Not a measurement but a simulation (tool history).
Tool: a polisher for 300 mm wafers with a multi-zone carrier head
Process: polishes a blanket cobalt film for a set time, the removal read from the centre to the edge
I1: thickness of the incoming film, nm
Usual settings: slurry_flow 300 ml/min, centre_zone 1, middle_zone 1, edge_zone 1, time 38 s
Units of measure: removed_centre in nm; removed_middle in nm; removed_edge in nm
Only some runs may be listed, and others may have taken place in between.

{"run": 1, "day": 0.0, "slurry_flow": 300, "centre_zone": 1, "middle_zone": 1, "edge_zone": 0.96, "time": 38, "I1": 946.6, "removed_centre": 220.1, "removed_middle": 215.4, "removed_edge": 216.4}
{"run": 2, "day": 0.554, "slurry_flow": 300, "centre_zone": 1, "middle_zone": 1, "edge_zone": 1, "time": 35, "I1": 937.6, "removed_centre": 202.3, "removed_middle": 196.9, "removed_edge": 200.2}
{"run": 3, "day": 2.188, "slurry_flow": 300, "centre_zone": 1, "middle_zone": 1, "edge_zone": 1, "time": 38, "I1": 927.9, "removed_centre": 219.5, "removed_middle": 215.5, "removed_edge": 215.8}
{"day": 2.479, "done": "carrier head's membrane replaced by a new one"}
{"day": 2.625, "done": "edge zone pressure recalibrated"}
{"run": 4, "day": 3.371, "slurry_flow": 300, "centre_zone": 1, "middle_zone": 1, "edge_zone": 1, "time": 38, "I1": 926.4, "removed_centre": 219.3, "removed_middle": 212.7, "removed_edge": 217.3}
{"run": 5, "day": 4.412, "slurry_flow": 300, "centre_zone": 1, "middle_zone": 1, "edge_zone": 1, "time": 38, "I1": 919.4, "removed_centre": 218.6, "removed_middle": 214.5, "removed_edge": 214}
{"run": 6, "day": 5.217, "slurry_flow": 300, "centre_zone": 1, "middle_zone": 1, "edge_zone": 1, "time": 38, "I1": 933.5, "removed_centre": 213.2, "removed_middle": 214.6, "removed_edge": 213.5}
{"day": 5.608, "done": "centre zone pressure recalibrated"}
{"day": 5.621, "done": "worn pad replaced by a new one"}
{"run": 7, "day": 5.804, "slurry_flow": 300, "centre_zone": 1, "middle_zone": 1, "edge_zone": 1, "time": 38, "I1": 930.4, "removed_centre": 215.3, "removed_middle": 209.6, "removed_edge": 219.6}
{"run": 8, "day": 6.954, "slurry_flow": 340, "centre_zone": 1, "middle_zone": 1, "edge_zone": 0.88, "time": 38, "I1": 942.1, "removed_centre": 217.6, "removed_middle": 215.9, "removed_edge": 210.5}
{"run": 9, "day": 8.383, "slurry_flow": 300, "centre_zone": 1, "middle_zone": 1, "edge_zone": 1, "time": 38, "I1": 932.7, "removed_centre": 216.6, "removed_middle": 212.1, "removed_edge": 215}
{"run": 10, "day": 9.788, "slurry_flow": 340, "centre_zone": 1, "middle_zone": 1.1, "edge_zone": 1, "time": 45, "I1": 916.3, "removed_centre": 260.6, "removed_middle": 275.4, "removed_edge": 257.5}
{"run": 11, "day": 10.412, "slurry_flow": 215, "centre_zone": 1, "middle_zone": 1, "edge_zone": 1, "time": 38, "I1": 929.8, "removed_centre": 206.5, "removed_middle": 202.8, "removed_edge": 206.5}
{"run": 12, "day": 11.804, "slurry_flow": 300, "centre_zone": 0.89, "middle_zone": 1, "edge_zone": 1, "time": 38, "I1": 925.6, "removed_centre": 193.7, "removed_middle": 209.7, "removed_edge": 216.9}
{"run": 13, "day": 13.571, "slurry_flow": 245, "centre_zone": 1, "middle_zone": 1, "edge_zone": 0.89, "time": 38, "I1": 940.8, "removed_centre": 208.1, "removed_middle": 201.1, "removed_edge": 203.8}
{"day": 13.821, "done": "worn pad replaced by a new one"}
{"run": 14, "day": 14.808, "slurry_flow": 385, "centre_zone": 1, "middle_zone": 1, "edge_zone": 1, "time": 29, "I1": 939.2, "removed_centre": 172.5, "removed_middle": 167.8, "removed_edge": 170.3}
{"run": 15, "day": 16.138, "slurry_flow": 300, "centre_zone": 1, "middle_zone": 1, "edge_zone": 1, "time": 38, "I1": 934.1, "removed_centre": 214.9, "removed_middle": 205.6, "removed_edge": 214.1}
{"run": 16, "day": 16.8, "slurry_flow": 330, "centre_zone": 0.93, "middle_zone": 1, "edge_zone": 1.06, "time": 49, "I1": 936.9, "removed_centre": 259.4, "removed_middle": 280.4, "removed_edge": 286.4}
{"day": 20.642, "done": "edge zone pressure recalibrated"}
{"run": 17, "day": 21.179, "slurry_flow": 300, "centre_zone": 1, "middle_zone": 1.08, "edge_zone": 0.9, "time": 32, "I1": 922.6, "removed_centre": 178.5, "removed_middle": 182.6, "removed_edge": 171.7}
{"day": 21.858, "done": "worn pad replaced by a new one"}
{"run": 18, "day": 22.004, "slurry_flow": 300, "centre_zone": 1.09, "middle_zone": 1, "edge_zone": 1, "time": 44, "I1": 943, "removed_centre": 271, "removed_middle": 243.9, "removed_edge": 248.5}
{"run": 19, "day": 22.992, "slurry_flow": 300, "centre_zone": 1, "middle_zone": 1.1, "edge_zone": 1, "time": 38, "I1": 943.2, "removed_centre": 214.8, "removed_middle": 223.4, "removed_edge": 207.5}
{"run": 20, "day": 23.846, "slurry_flow": 300, "centre_zone": 1, "middle_zone": 1, "edge_zone": 1, "time": 27, "I1": 919.1, "removed_centre": 149.2, "removed_middle": 146.2, "removed_edge": 148.1}
{"run": 21, "day": 24.9, "slurry_flow": 300, "centre_zone": 1, "middle_zone": 1, "edge_zone": 0.92, "time": 38, "I1": 915.6, "removed_centre": 215.5, "removed_middle": 206.1, "removed_edge": 205}

Forecast run 22:
{"run": 22, "day": 25.679, "slurry_flow": 260, "centre_zone": 1.1, "middle_zone": 1, "edge_zone": 1, "time": 28, "I1": 934.6, "removed_centre": "?", "removed_middle": "?", "removed_edge": "?"}

removed_centre: 167.1 nm
removed_middle: 149.7 nm
removed_edge: 156.8 nm
Take away the tool's hidden state, keep the run-to-run variation as it was, and the same run would have given removed_centre 174.1 nm, removed_middle 155.4 nm, removed_edge 161.3 nm.

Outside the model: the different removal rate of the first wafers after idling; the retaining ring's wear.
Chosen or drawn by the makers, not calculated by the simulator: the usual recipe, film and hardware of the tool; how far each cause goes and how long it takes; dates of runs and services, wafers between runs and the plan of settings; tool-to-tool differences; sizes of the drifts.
